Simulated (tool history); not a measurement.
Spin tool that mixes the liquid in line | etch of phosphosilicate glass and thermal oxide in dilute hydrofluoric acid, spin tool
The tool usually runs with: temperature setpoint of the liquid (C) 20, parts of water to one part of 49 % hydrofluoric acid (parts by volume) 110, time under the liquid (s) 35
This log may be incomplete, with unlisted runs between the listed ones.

run,hour,temperature setpoint of the liquid (C),parts of water to one part of 49 % hydrofluoric acid (parts by volume),time under the liquid (s),"read-back film thickness of the phosphosilicate glass reference wafer, read on the same gauge (nm)","read-back film thickness of the thermal oxide reference wafer, read on the same gauge (nm)",thickness taken off the phosphosilicate glass on a monitor wafer (Å),thickness taken off the thermal oxide on a monitor wafer (Å)
1,0,20,110,35,80,49.993,430.5,15.57
# hour 8.8: hydrofluoric acid flow meter replaced
2,22.8,20,110,35,80.02,49.967,382.1,13.68
3,40.6,20,110,35,80.01,50,380,13.6
4,60.8,22,110,35,80.01,50.018,403,14.48
5,80,22,110,35,79.97,50.001,412.9,15.02
6,101.6,20,110,35,79.99,49.993,379.3,14.06
7,125.4,18,110,20,79.95,50.033,200.3,7.33
8,157.6,17,125,25,80.06,49.989,210.3,7.27
9,176.9,20,75,15,80,50.014,249,8.95
10,194.6,20,110,35,80.02,50.023,382.7,13.73
11,209.3,20,90,20,79.96,50.04,272.6,10.04
12,291.5,18,65,35,79.98,50.026,641.8,23.14
13,303.7,20,110,35,79.96,49.991,389,13.83
14,336.1,20,110,35,80,49.957,383.5,13.6
15,350.3,20,60,45,80.02,49.989,966.2,34.31
16,379.9,17,145,50,80.06,50.014,353.6,12.94
17,401.1,18,135,25,80.02,49.979,202.3,7.69
18,433,25,60,50,79.96,50.023,1303.8,49.48
19,461.1,20,110,45,79.99,49.988,507.2,17.45
20,481.5,20,110,35,79.97,49.99,391.2,14.52
21,514.2,17.5,110,35,80,50.038,352.1,12.69
22,526.6,20,85,35,79.96,49.984,515.6,18.28
23,550.9,25,60,50,80.01,50.003,1358.4,49.53
24,564.7,17,135,35,80,50.014,272.5,10.15
25,589.5,20,110,35,79.99,50.029,394.1,14.36
26,606.5,20,125,35,80.02,50.04,343.9,11.79

Alternative continuations, all from the tool just after run 26; predict every row:
A,606.9,20,110,35,?,?,?,?
B,606.9,23.5,60,15,?,?,?,?
C,606.9,20,130,50,?,?,?,?
D,606.9,17,110,45,?,?,?,?

run,"read-back film thickness of the phosphosilicate glass reference wafer, read on the same gauge (nm)","read-back film thickness of the thermal oxide reference wafer, read on the same gauge (nm)",thickness taken off the phosphosilicate glass on a monitor wafer (Å),thickness taken off the thermal oxide on a monitor wafer (Å)
A,79.98,49.974,389.2,13.84
B,79.98,49.974,373.9,13.3
C,79.98,49.974,460.7,16.38
D,79.98,49.974,441.9,15.72
Had the tool no hidden state, the same runs would have come out as:
run,thickness taken off the phosphosilicate glass on a monitor wafer (Å),thickness taken off the thermal oxide on a monitor wafer (Å)
A,372.5,13.25
B,358.4,12.75
C,440.6,15.67
D,423,15.04
